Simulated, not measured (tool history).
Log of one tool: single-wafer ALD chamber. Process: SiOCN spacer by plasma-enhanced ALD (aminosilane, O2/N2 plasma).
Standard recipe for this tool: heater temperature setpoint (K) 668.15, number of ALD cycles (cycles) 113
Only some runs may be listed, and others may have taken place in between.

run     day  heater temperature setpoint (K)  number of ALD cycles (cycles)  read-back reference wafer on the same gauge, thickness_nm  mean film thickness on the monitor wafer (Å)
  1   0.000                           668.15                            122                                                      8.926                                         81.49
  2   1.575                           677.15                            104                                                      8.933                                         68.56
  3   4.433                           677.15                            104                                                      8.932                                         68.46
  4   6.942                           677.15                            104                                                      8.932                                         68.61
  5   9.025                           668.15                            108                                                      8.948                                         72.01
  6  11.433                           668.15                            108                                                      8.953                                         72.14
  7  13.588                           668.15                            108                                                      8.937                                         72.40
  8  15.908                           668.15                            113                                                      8.954                                         75.64
  9  17.025                           668.15                            113                                                      8.946                                         75.55
 10  19.917                           661.15                            113                                                      8.951                                         75.70
     21.225  -- thermocouple changed; heater temperature recalibrated
 11  21.246                           661.15                            113                                                      8.953                                         75.69
 12  22.975                           661.15                            113                                                      8.952                                         75.80
 13  31.700                           676.15                            128                                                      8.958                                         84.58
 14  34.042                           673.15                            119                                                      8.947                                         79.57
 15  35.308                           679.15                             99                                                      8.948                                         64.68
 16  37.621                           668.15                            113                                                      8.960                                         75.96
 17  38.662                           676.15                            125                                                      8.952                                         82.86
 18  41.592                           655.15                            133                                                      8.970                                         89.36
     43.442  -- gauge calibrated
 19  44.517                           655.15                            102                                                      8.883                                         67.63
 20  46.196                           655.15                             99                                                      8.870                                         65.74
 21  48.742                           668.15                            105                                                      8.886                                         69.94
 22  55.383                           681.15                            113                                                      8.914                                         72.92
 23  57.725                           668.15                            113                                                      8.912                                         75.39
 24  58.842                           662.15                            120                                                      8.913                                         80.19
 25  60.367                           681.15                            113                                                      8.922                                         73.12

Pick out some run-to-run changes in mean film thickness on the monitor wafer (Å). Of each, how much would a tool without hidden state show as well, from the settings, what came in and chance, and how much is left for the hidden state and any gauge scatter not in both results compared?
The hidden state here: wafer temperature above the value expected at the setpoint (K); gauge reads high (%).
Run 14 -> 15: heater temperature setpoint (K) 673.15 -> 679.15, number of ALD cycles (cycles) 119 -> 99. mean film thickness on the monitor wafer (Å) -14.89: hidden state -0.16, all else -14.73.
Run 18 -> 19: number of ALD cycles (cycles) 133 -> 102, gauge calibrated. mean film thickness on the monitor wafer (Å) -21.73: hidden state -0.95, all else -20.78.
Run 21 -> 22: heater temperature setpoint (K) 668.15 -> 681.15, number of ALD cycles (cycles) 105 -> 113. mean film thickness on the monitor wafer (Å) +2.98: hidden state +0.20, all else +2.78.
